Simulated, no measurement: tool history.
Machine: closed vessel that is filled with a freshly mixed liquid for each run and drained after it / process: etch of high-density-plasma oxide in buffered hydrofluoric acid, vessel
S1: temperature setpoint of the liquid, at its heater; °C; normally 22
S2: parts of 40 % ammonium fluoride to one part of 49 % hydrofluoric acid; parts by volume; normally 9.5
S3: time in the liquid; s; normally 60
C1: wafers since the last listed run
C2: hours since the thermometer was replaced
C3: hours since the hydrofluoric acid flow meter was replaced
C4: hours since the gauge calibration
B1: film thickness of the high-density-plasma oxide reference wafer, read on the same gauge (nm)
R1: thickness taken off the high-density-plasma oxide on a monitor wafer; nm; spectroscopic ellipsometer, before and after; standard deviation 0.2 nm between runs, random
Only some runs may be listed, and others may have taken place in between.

run 1 hour=0 | S1=22 S2=9.5 S3=40 | C1=0 C2=1612.3 C3=1536.5 C4=232.8 | B1=120 | R1=48.94
run 2 hour=10.7 | S1=22 S2=9.5 S3=40 | C1=776 C2=1623 C3=1547.2 C4=243.5 | B1=120.01 | R1=48.72
run 3 hour=20.9 | S1=22 S2=9.5 S3=40 | C1=740 C2=1633.2 C3=1557.4 C4=253.7 | B1=119.98 | R1=49.3
run 4 hour=28.2 | S1=18.5 S2=6.5 S3=60 | C1=529 C2=1640.5 C3=1564.7 C4=261 | B1=119.98 | R1=87.85
run 5 hour=43.7 | S1=18.5 S2=6.5 S3=60 | C1=1124 C2=1656 C3=1580.2 C4=276.5 | B1=120.02 | R1=88.1
run 6 hour=59.6 | S1=18.5 S2=6.5 S3=60 | C1=1153 C2=1671.9 C3=1596.1 C4=292.4 | B1=120 | R1=88.97
run 7 hour=70.9 | S1=22 S2=7.5 S3=60 | C1=820 C2=1683.2 C3=1607.4 C4=303.7 | B1=120.02 | R1=93.25
run 8 hour=86.2 | S1=22 S2=7.5 S3=60 | C1=1110 C2=1698.5 C3=1622.7 C4=319 | B1=120.01 | R1=93.71
run 9 hour=92.3 | S1=22 S2=7.5 S3=60 | C1=442 C2=1704.6 C3=1628.8 C4=325.1 | B1=119.99 | R1=93.71
-- hour=92.5 gauge calibrated
run 10 hour=104.3 | S1=22 S2=9.5 S3=60 | C1=870 C2=1716.6 C3=1640.8 C4=11.8 | B1=120.02 | R1=73.98
-- hour=105.5 thermometer replaced
run 11 hour=112.1 | S1=22 S2=9.5 S3=40 | C1=493 C2=6.6 C3=1648.6 C4=19.6 | B1=120.02 | R1=42.26
run 12 hour=128.1 | S1=20 S2=7.5 S3=95 | C1=1161 C2=22.6 C3=1664.6 C4=35.6 | B1=120.02 | R1=113.8
run 13 hour=143.1 | S1=17 S2=9.5 S3=30 | C1=1088 C2=37.6 C3=1679.6 C4=50.6 | B1=120.03 | R1=24.11
-- hour=152.7 hydrofluoric acid flow meter replaced
run 14 hour=154.3 | S1=27 S2=13 S3=90 | C1=740 C2=48.8 C3=1.6 C4=61.8 | B1=119.99 | R1=94.24
run 15 hour=172.2 | S1=17.5 S2=9.5 S3=30 | C1=1299 C2=66.7 C3=19.5 C4=79.7 | B1=120.02 | R1=24.97
run 16 hour=185.8 | S1=23.5 S2=11.5 S3=80 | C1=986 C2=80.3 C3=33.1 C4=93.3 | B1=119.99 | R1=77.8
run 17 hour=202.2 | S1=22 S2=9.5 S3=95 | C1=1190 C2=96.7 C3=49.5 C4=109.7 | B1=120.02 | R1=101.61
run 18 hour=216 | S1=22 S2=7 S3=30 | C1=1001 C2=110.5 C3=63.3 C4=123.5 | B1=119.99 | R1=43.87
run 19 hour=229.6 | S1=22 S2=9.5 S3=60 | C1=986 C2=124.1 C3=76.9 C4=137.1 | B1=119.97 | R1=63.86
run 20 hour=247.4 | S1=19.5 S2=6 S3=30 | C1=1291 C2=141.9 C3=94.7 C4=154.9 | B1=120.03 | R1=43.43
run 21 hour=260.6 | S1=22 S2=6 S3=60 | C1=957 C2=155.1 C3=107.9 C4=168.1 | B1=120 | R1=100.88

Each row is a separate what-if for the run after 21, all from the same tool condition, not one after another. Results?
run A hour=261.3 | S1=22 S2=9.5 S3=60 | C1=50 C2=155.8 C3=108.6 C4=168.8 | B1=? | R1=?
run B hour=261.3 | S1=22 S2=9.5 S3=85 | C1=50 C2=155.8 C3=108.6 C4=168.8 | B1=? | R1=?
run C hour=261.3 | S1=22 S2=9.5 S3=30 | C1=50 C2=155.8 C3=108.6 C4=168.8 | B1=? | R1=?
run D hour=261.3 | S1=24 S2=11.5 S3=40 | C1=50 C2=155.8 C3=108.6 C4=168.8 | B1=? | R1=?
run E hour=261.3 | S1=18.5 S2=7.5 S3=75 | C1=50 C2=155.8 C3=108.6 C4=168.8 | B1=? | R1=?

run=A B1=119.97 R1=64.62
run=B B1=119.97 R1=91.55
run=C B1=119.97 R1=32.31
run=D B1=119.97 R1=40.62
run=E B1=119.97 R1=83.79
Had the tool no hidden state, the same runs would have come out as:
run=A R1=63.46
run=B R1=89.9
run=C R1=31.73
run=D R1=39.89
run=E R1=82.24
